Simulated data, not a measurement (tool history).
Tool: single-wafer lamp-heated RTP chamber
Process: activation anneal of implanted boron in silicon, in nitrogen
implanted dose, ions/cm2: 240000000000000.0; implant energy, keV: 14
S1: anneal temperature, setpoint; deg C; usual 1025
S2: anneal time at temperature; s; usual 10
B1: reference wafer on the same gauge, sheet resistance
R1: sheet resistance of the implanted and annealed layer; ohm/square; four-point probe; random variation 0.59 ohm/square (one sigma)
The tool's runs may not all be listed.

{"run": 1, "hour": 0.0, "S1": 1037, "S2": 9, "B1": 442.56, "R1": 394.86}
{"run": 2, "hour": 73.3, "S1": 1025, "S2": 10, "B1": 442.84, "R1": 396.55}
{"hour": 129.2, "done": "pyrometer window cleaned and pyrometer calibrated"}
{"run": 3, "hour": 187.0, "S1": 1025, "S2": 10, "B1": 443.49, "R1": 396.49}
{"run": 4, "hour": 294.7, "S1": 1025, "S2": 10, "B1": 443.72, "R1": 395.92}
{"run": 5, "hour": 370.2, "S1": 1025, "S2": 10, "B1": 443.98, "R1": 397.25}
{"run": 6, "hour": 454.8, "S1": 1025, "S2": 10, "B1": 444.25, "R1": 396.27}
{"run": 7, "hour": 528.8, "S1": 1025, "S2": 10, "B1": 444.28, "R1": 397.65}
{"hour": 541.9, "done": "pyrometer window cleaned and pyrometer calibrated"}
{"run": 8, "hour": 626.8, "S1": 1025, "S2": 10, "B1": 444.8, "R1": 398.15}
{"hour": 827.4, "done": "reflector plate cleaned"}
{"run": 9, "hour": 926.7, "S1": 1025, "S2": 13, "B1": 445.78, "R1": 397.58}
{"hour": 970.7, "done": "pyrometer window cleaned and pyrometer calibrated"}
{"run": 10, "hour": 1013.4, "S1": 1025, "S2": 13, "B1": 445.86, "R1": 397.05}
{"run": 11, "hour": 1071.3, "S1": 1025, "S2": 10, "B1": 446.23, "R1": 397.97}
{"run": 12, "hour": 1150.4, "S1": 1025, "S2": 10, "B1": 446.37, "R1": 400.5}
{"run": 13, "hour": 1252.0, "S1": 1025, "S2": 10, "B1": 446.73, "R1": 399.06}
{"run": 14, "hour": 1347.0, "S1": 1052, "S2": 10, "B1": 447.07, "R1": 398.23}
{"hour": 1394.1, "done": "pyrometer window cleaned and pyrometer calibrated"}
{"run": 15, "hour": 1432.4, "S1": 1046, "S2": 15, "B1": 447.37, "R1": 397.06}
{"hour": 1433.1, "done": "gauge calibrated"}
{"run": 16, "hour": 1537.6, "S1": 1025, "S2": 15, "B1": 441.65, "R1": 394.71}
{"run": 17, "hour": 1578.5, "S1": 1054, "S2": 14, "B1": 441.75, "R1": 392.49}
{"run": 18, "hour": 1625.4, "S1": 1053, "S2": 10, "B1": 441.82, "R1": 393.25}
{"run": 19, "hour": 1727.1, "S1": 1053, "S2": 7, "B1": 442.37, "R1": 393.16}
{"run": 20, "hour": 1777.5, "S1": 1016, "S2": 10, "B1": 442.63, "R1": 396.39}
{"hour": 1862.8, "done": "reflector plate cleaned"}
{"hour": 1891.5, "done": "pyrometer window cleaned and pyrometer calibrated"}
{"run": 21, "hour": 1966.6, "S1": 1006, "S2": 15, "B1": 443.06, "R1": 397.81}
{"run": 22, "hour": 2068.9, "S1": 1038, "S2": 10, "B1": 443.42, "R1": 394.98}
{"run": 23, "hour": 2110.9, "S1": 1025, "S2": 10, "B1": 443.5, "R1": 396.31}
{"run": 24, "hour": 2180.5, "S1": 1007, "S2": 6, "B1": 443.78, "R1": 401.65}

5 ways to go on from here, each from the tool as it stands after run 24. What would each give?
{"run": "A", "hour": 2180.9, "S1": 1025, "S2": 4, "B1": "?", "R1": "?"}
{"run": "B", "hour": 2180.9, "S1": 1025, "S2": 5, "B1": "?", "R1": "?"}
{"run": "C", "hour": 2180.9, "S1": 1009, "S2": 5, "B1": "?", "R1": "?"}
{"run": "D", "hour": 2180.9, "S1": 1055, "S2": 7, "B1": "?", "R1": "?"}
{"run": "E", "hour": 2180.9, "S1": 1014, "S2": 14, "B1": "?", "R1": "?"}

run=A B1=443.64 R1=397.87
run=B B1=443.64 R1=397.43
run=C B1=443.64 R1=400.81
run=D B1=443.64 R1=394.81
run=E B1=443.64 R1=396.51
Without the tool's hidden state the same runs would have given:
run=A R1=395.4
run=B R1=394.96
run=C R1=398.32
run=D R1=392.35
run=E R1=394.05
